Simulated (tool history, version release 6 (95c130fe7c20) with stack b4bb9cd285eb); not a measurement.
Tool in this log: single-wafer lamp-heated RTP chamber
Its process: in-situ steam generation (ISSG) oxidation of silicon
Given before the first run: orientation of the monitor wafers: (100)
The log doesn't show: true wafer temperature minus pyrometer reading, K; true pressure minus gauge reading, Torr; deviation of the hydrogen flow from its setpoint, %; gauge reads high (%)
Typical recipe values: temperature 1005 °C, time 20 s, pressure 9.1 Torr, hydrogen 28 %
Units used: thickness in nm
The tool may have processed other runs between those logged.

run,hour,temperature,time,pressure,hydrogen,wafers since the last listed run,wafers since the last pyrometer calibration,hours since the pressure gauge was zeroed,hours since the hydrogen flow controller was replaced,hours since the gauge calibration,"read-back reference wafer on the same gauge, thickness",thickness
1,0.0,1005,20,9.1,28,0,4844,5062.7,3147.3,22.3,4.861,5.351
# hour 45.9: pressure gauge zeroed
2,71.2,993,20,7.9,28,381,5225,25.3,3218.5,93.5,4.863,5.164
3,109.5,1005,20,9.1,28,231,5456,63.6,3256.8,131.8,4.862,5.349
4,144.6,1005,20,9.1,28,211,5668,98.7,3291.9,166.9,4.861,5.354
5,204.6,1005,20,9.1,28,362,6030,158.7,3351.9,226.9,4.859,5.357
6,272.3,996,20,8.7,28,408,6439,226.4,3419.6,294.6,4.858,5.189
7,318.5,996,20,8.7,28,278,6717,272.6,3465.8,340.8,4.861,5.205
8,385.3,996,24,8.7,23,403,7120,339.4,3532.6,407.6,4.860,5.382
9,425.4,1005,17,9.1,32,241,7362,379.5,3572.7,447.7,4.861,5.135
10,482.9,1005,20,8.2,28,346,7709,437.0,3630.2,505.2,4.860,5.417
11,519.0,1005,20,9.1,28,217,7927,473.1,3666.3,541.3,4.858,5.348
# hour 582.0: pyrometer window cleaned and pyrometer calibrated
12,582.4,1005,20,10.1,28,334,2,536.5,3729.7,604.7,4.859,5.161
13,643.4,996,24,8.7,23,368,370,597.5,3790.7,665.7,4.862,5.302
14,699.6,1024,17,9.6,22,339,709,653.7,3846.9,721.9,4.862,4.978
15,729.7,1005,24,9.1,28,181,890,683.8,3877.0,752.0,4.858,5.766
16,754.4,1005,16,9.1,28,149,1040,708.5,3901.7,776.7,4.857,4.771
17,796.5,1005,22,9.1,28,254,1294,750.6,3943.8,818.8,4.863,5.534
# hour 846.7: hydrogen flow controller replaced
18,867.5,996,20,9.9,28,380,1674,821.6,20.8,889.8,4.861,5.090
19,929.5,1005,20,9.1,28,374,2048,883.6,82.8,951.8,4.860,5.363
20,978.4,1005,20,9.1,28,295,2343,932.5,131.7,1000.7,4.860,5.374
21,1023.1,1005,20,9.1,28,269,2613,977.2,176.4,1045.4,4.860,5.371
22,1084.6,991,12,10.2,32,371,2984,1038.7,237.9,1106.9,4.862,4.104
23,1111.1,995,18,9.1,22,159,3144,1065.2,264.4,1133.4,4.858,4.643
24,1177.5,1014,20,9.1,28,400,3544,1131.6,330.8,1199.8,4.859,5.592
25,1222.4,990,23,9.1,28,270,3815,1176.5,375.7,1244.7,4.861,5.387
26,1272.1,1005,20,9.1,28,299,4115,1226.2,425.4,1294.4,4.861,5.382
27,1340.8,1005,12,9.1,28,414,4530,1294.9,494.1,1363.1,4.860,4.269
28,1395.4,1005,20,9.1,20,329,4859,1349.5,548.7,1417.7,4.863,4.971
29,1447.9,1023,20,9.1,28,316,5176,1402.0,601.2,1470.2,4.861,5.847
30,1500.4,1005,20,9.1,32,316,5493,1454.5,653.7,1522.7,4.861,5.554

How would selected steps in thickness from run to run divide? Give the signed amount a tool lacking its hidden state would still show from settings, what came in and random variation, and the signed amount left for the hidden state, including any gauge scatter that is not in both of the compared results.
Run 11 -> 12: pressure 9.1 -> 10.1, pyrometer window cleaned and pyrometer calibrated. thickness -0.187 nm: hidden state -0.097, all else -0.090.
Run 15 -> 16: time 24 -> 16. thickness -0.995 nm: hidden state +0.001, all else -0.996.
Run 17 -> 18: temperature 1005 -> 996, time 22 -> 20, pressure 9.1 -> 9.9, hydrogen flow controller replaced. thickness -0.444 nm: hidden state +0.058, all else -0.502.
Run 21 -> 22: temperature 1005 -> 991, time 20 -> 12, pressure 9.1 -> 10.2, hydrogen 28 -> 32. thickness -1.267 nm: hidden state -0.024, all else -1.243.
Run 26 -> 27: time 20 -> 12. thickness -1.113 nm: hidden state -0.025, all else -1.088.
